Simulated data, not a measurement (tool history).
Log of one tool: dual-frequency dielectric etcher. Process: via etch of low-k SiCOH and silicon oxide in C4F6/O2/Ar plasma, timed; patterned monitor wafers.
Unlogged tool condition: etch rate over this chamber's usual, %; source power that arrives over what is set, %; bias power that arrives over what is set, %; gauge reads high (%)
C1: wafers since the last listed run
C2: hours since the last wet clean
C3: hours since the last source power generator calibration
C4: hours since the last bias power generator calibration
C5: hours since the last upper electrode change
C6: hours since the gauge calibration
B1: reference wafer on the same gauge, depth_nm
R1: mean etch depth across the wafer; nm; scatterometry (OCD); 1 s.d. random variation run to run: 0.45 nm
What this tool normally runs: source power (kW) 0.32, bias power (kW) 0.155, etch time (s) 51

run 1 hour=0 | source_power_(kW)=0.32 bias_power_(kW)=0.155 etch_time_(s)=51 | C1=0 C2=148.3 C3=3610.4 C4=1677 C5=3950 C6=32.8 | B1=112.1 | R1=112.6
run 2 hour=35 | source_power_(kW)=0.32 bias_power_(kW)=0.155 etch_time_(s)=51 | C1=249 C2=183.3 C3=3645.4 C4=1712 C5=3985 C6=67.8 | B1=111.8 | R1=112.5
run 3 hour=92.6 | source_power_(kW)=0.32 bias_power_(kW)=0.155 etch_time_(s)=51 | C1=411 C2=240.9 C3=3703 C4=1769.6 C5=4042.6 C6=125.4 | B1=111.9 | R1=111.7
run 4 hour=145.3 | source_power_(kW)=0.32 bias_power_(kW)=0.155 etch_time_(s)=51 | C1=376 C2=293.6 C3=3755.7 C4=1822.3 C5=4095.3 C6=178.1 | B1=112.1 | R1=111.1
run 5 hour=195.7 | source_power_(kW)=0.32 bias_power_(kW)=0.155 etch_time_(s)=51 | C1=359 C2=344 C3=3806.1 C4=1872.7 C5=4145.7 C6=228.5 | B1=111.9 | R1=110.5
run 6 hour=263.5 | source_power_(kW)=0.32 bias_power_(kW)=0.155 etch_time_(s)=51 | C1=483 C2=411.8 C3=3873.9 C4=1940.5 C5=4213.5 C6=296.3 | B1=111.7 | R1=110
-- hour=277.3 source power generator calibrated
run 7 hour=319.9 | source_power_(kW)=0.36 bias_power_(kW)=0.184 etch_time_(s)=51 | C1=373 C2=468.2 C3=42.6 C4=1996.9 C5=4269.9 C6=352.7 | B1=112.1 | R1=119.1
run 8 hour=356.1 | source_power_(kW)=0.36 bias_power_(kW)=0.184 etch_time_(s)=51 | C1=258 C2=504.4 C3=78.8 C4=2033.1 C5=4306.1 C6=388.9 | B1=112.2 | R1=118
run 9 hour=395.4 | source_power_(kW)=0.32 bias_power_(kW)=0.155 etch_time_(s)=51 | C1=280 C2=543.7 C3=118.1 C4=2072.4 C5=4345.4 C6=428.2 | B1=112 | R1=107.7
-- hour=419.7 wet clean of the chamber
run 10 hour=436.1 | source_power_(kW)=0.32 bias_power_(kW)=0.155 etch_time_(s)=39 | C1=119 C2=16.4 C3=158.8 C4=2113.1 C5=4386.1 C6=468.9 | B1=112.2 | R1=87.5
-- hour=456.6 bias power generator calibrated
-- hour=475.1 upper electrode replaced, of another model than before
run 11 hour=502.6 | source_power_(kW)=0.32 bias_power_(kW)=0.155 etch_time_(s)=60 | C1=313 C2=82.9 C3=225.3 C4=46 C5=27.5 C6=535.4 | B1=112.1 | R1=133.4
run 12 hour=555.7 | source_power_(kW)=0.38 bias_power_(kW)=0.14 etch_time_(s)=51 | C1=378 C2=136 C3=278.4 C4=99.1 C5=80.6 C6=588.5 | B1=112.1 | R1=116.3
run 13 hour=603.1 | source_power_(kW)=0.34 bias_power_(kW)=0.141 etch_time_(s)=37.5 | C1=338 C2=183.4 C3=325.8 C4=146.5 C5=128 C6=635.9 | B1=112.1 | R1=81.1
-- hour=645.8 gauge calibrated
run 14 hour=718.2 | source_power_(kW)=0.32 bias_power_(kW)=0.155 etch_time_(s)=51 | C1=821 C2=298.5 C3=440.9 C4=261.6 C5=243.1 C6=72.4 | B1=112.1 | R1=110.7
run 15 hour=789.6 | source_power_(kW)=0.32 bias_power_(kW)=0.155 etch_time_(s)=51 | C1=509 C2=369.9 C3=512.3 C4=333 C5=314.5 C6=143.8 | B1=112 | R1=110.3
run 16 hour=829.5 | source_power_(kW)=0.39 bias_power_(kW)=0.155 etch_time_(s)=60 | C1=284 C2=409.8 C3=552.2 C4=372.9 C5=354.4 C6=183.7 | B1=112 | R1=141.1
run 17 hour=894.1 | source_power_(kW)=0.34 bias_power_(kW)=0.186 etch_time_(s)=44.5 | C1=461 C2=474.4 C3=616.8 C4=437.5 C5=419 C6=248.3 | B1=112.2 | R1=106.5
run 18 hour=918.3 | source_power_(kW)=0.36 bias_power_(kW)=0.184 etch_time_(s)=51 | C1=172 C2=498.6 C3=641 C4=461.7 C5=443.2 C6=272.5 | B1=112.1 | R1=123.2

Predict each of these 3 candidate next runs independently; none follows another, all start after run 18:
run A hour=918.7 | source_power_(kW)=0.32 bias_power_(kW)=0.155 etch_time_(s)=51 | C1=2 C2=499 C3=641.4 C4=462.1 C5=443.6 C6=272.9 | B1=? | R1=?
run B hour=918.7 | source_power_(kW)=0.25 bias_power_(kW)=0.124 etch_time_(s)=42.5 | C1=2 C2=499 C3=641.4 C4=462.1 C5=443.6 C6=272.9 | B1=? | R1=?
run C hour=918.7 | source_power_(kW)=0.36 bias_power_(kW)=0.182 etch_time_(s)=51 | C1=2 C2=499 C3=641.4 C4=462.1 C5=443.6 C6=272.9 | B1=? | R1=?

run=A B1=112.1 R1=109
run=B B1=112.1 R1=73.7
run=C B1=112.1 R1=122.8
Without the tool's unlogged condition, the same runs would have read:
run=A R1=113.5
run=B R1=76.7
run=C R1=127.8
